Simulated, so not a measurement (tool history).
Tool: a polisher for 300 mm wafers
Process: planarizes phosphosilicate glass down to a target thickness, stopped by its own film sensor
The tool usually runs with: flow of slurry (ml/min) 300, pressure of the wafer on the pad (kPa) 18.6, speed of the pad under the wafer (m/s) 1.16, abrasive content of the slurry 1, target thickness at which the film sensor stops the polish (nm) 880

run   hour  flow of slurry (ml/min)  pressure of the wafer on the pad (kPa)  speed of the pad under the wafer (m/s)  abrasive content of the slurry  target thickness at which the film sensor stops the polish (nm)  wafers since the last listed run  wafers polished on this pad  hours since the slurry nozzle was cleaned  hours since the head pressure was calibrated  hours since the slurry blender was calibrated  hours since the conditioning disc was replaced  incoming thickness of the incoming film, nm  time until the film sensor stopped the polish (s)
  1      0                      300                                    18.6                                    1.16                               1                                                              880                                 0                         1387                                      450.2                                        1227.7                                          445.3                                           154.8                                         1388                                               50.4
      12.2  -- worn pad replaced by a new one
  2     15                      300                                    18.6                                    1.16                               1                                                              880                               109                           27                                      465.2                                        1242.7                                          460.3                                           169.8                                       1398.2                                               51.7
      31.2  -- slurry blender recalibrated
  3   42.5                      300                                    18.6                                    1.16                               1                                                              880                               252                          280                                      492.7                                        1270.2                                           11.3                                           197.3                                         1377                                               46.1
  4   73.9                      300                                    18.6                                    1.16                               1                                                             1005                               311                          592                                      524.1                                        1301.6                                           42.7                                           228.7                                       1391.4                                               36.5
  5  109.5                      300                                    18.6                                    1.16                               1                                                             1005                               353                          945                                      559.7                                        1337.2                                           78.3                                           264.3                                       1385.5                                               36.3
  6  142.4                      300                                    18.6                                    1.16                               1                                                              880                               326                         1272                                      592.6                                        1370.1                                          111.2                                           297.2                                       1377.7                                               48.3
     147.5  -- worn pad replaced by a new one
  7  154.4                      300                                    18.6                                    1.16                               1                                                              880                                79                           68                                      604.6                                        1382.1                                          123.2                                           309.2                                       1370.3                                               46.7
  8    167                      300                                    18.6                                    1.16                               1                                                              934                               125                          193                                      617.2                                        1394.7                                          135.8                                           321.8                                       1373.4                                               43.2
  9  195.7                      300                                    18.6                                    1.16                               1                                                              784                               284                          478                                      645.9                                        1423.4                                          164.5                                           350.5                                       1393.8                                               60.4
 10    230                      300                                    18.6                                    1.16                               1                                                              880                               340                          818                                      680.2                                        1457.7                                          198.8                                           384.8                                       1358.8                                               47.4
 11  253.9                      300                                    18.6                                    1.16                               1                                                              880                               237                         1055                                      704.1                                        1481.6                                          222.7                                           408.7                                       1387.9                                               50.4
 12  281.4                      300                                    18.6                                    1.16                             0.9                                                              880                               272                         1328                                      731.6                                        1509.1                                          250.2                                           436.2                                       1377.8                                               52.4
     294.4  -- worn pad replaced by a new one
 13  300.9                      380                                    18.6                                    1.16                             1.2                                                              880                               153                           64                                      751.1                                        1528.6                                          269.7                                           455.7                                       1353.8                                               46.1
 14  325.5                      300                                    22.8                                    1.16                             1.2                                                              880                               244                          308                                      775.7                                        1553.2                                          294.3                                           480.3                                       1357.5                                               42.1
     341.8  -- head pressure recalibrated
 15  342.1                      300                                    24.8                                    1.16                            1.15                                                              880                               144                          453                                      792.3                                           0.3                                          310.9                                           496.9                                       1388.4                                               42.3
 16  361.5                      260                                    24.8                                    1.16                               1                                                              880                               192                          645                                      811.7                                          19.7                                          330.3                                           516.3                                       1354.9                                               42.2
 17  397.2                      300                                    18.6                                    1.16                               1                                                              880                               354                         1000                                      847.4                                          55.4                                            366                                             552                                       1399.1                                               54.8
     408.4  -- slurry blender recalibrated
 18  420.4                      300                                    18.6                                    1.16                            0.75                                                              880                               210                         1210                                      870.6                                          78.6                                             12                                           575.2                                       1377.3                                               56.3
 19  439.2                      375                                    18.6                                    1.16                               1                                                             1008                               186                         1397                                      889.4                                          97.4                                           30.8                                             594                                       1362.6                                               36.6
     448.4  -- worn pad replaced by a new one
     449.2  -- conditioning disc replaced and pad reconditioned
       450  -- slurry nozzle cleaned
 20  474.4                      300                                    18.6                                    1.16                               1                                                              880                               294                          242                                       24.4                                         132.6                                             66                                            25.2                                       1390.5                                               47.8
 21  507.3                      225                                    21.4                                    1.16                             0.8                                                              721                               326                          568                                       57.3                                         165.5                                           98.9                                            58.1                                       1384.9                                               61.8
 22  526.3                      390                                    18.6                                    1.16                            1.15                                                              939                               188                          757                                       76.3                                         184.5                                          117.9                                            77.1                                       1405.9                                                 42
 23  556.2                      300                                    18.6                                    1.16                             1.2                                                              772                               296                         1054                                      106.2                                         214.4                                          147.8                                             107                                       1374.1                                               54.4
     581.1  -- worn pad replaced by a new one
 24  589.4                      300                                    18.6                                    1.34                               1                                                              880                               289                           81                                      139.4                                         247.6                                            181                                           140.2                                       1385.7                                               44.4

What would each run have given without the hidden state, its run-to-run variation left as it was?
Hidden state at play: removal rate lost through wear of the pad, %; slurry flow missing at the pad, %; deviation of the head's pressure from its setpoint, %; abrasive missing from the slurry, %; time polished since the conditioner stopped cutting, s.
run  time until the film sensor stopped the polish (s)
  1                                               47.3
  2                                               48.3
  3                                               45.3
  4                                               35.6
  5                                               35.1
  6                                               46.3
  7                                               44.6
  8                                               41.1
  9                                               56.9
 10                                               44.2
 11                                               46.6
 12                                                 48
 13                                                 42
 14                                               37.7
 15                                               37.5
 16                                                 37
 17                                                 48
 18                                               50.9
 19                                               32.9
 20                                               47.4
 21                                               60.9
 22                                               41.3
 23                                               53.3
 24                                               43.1
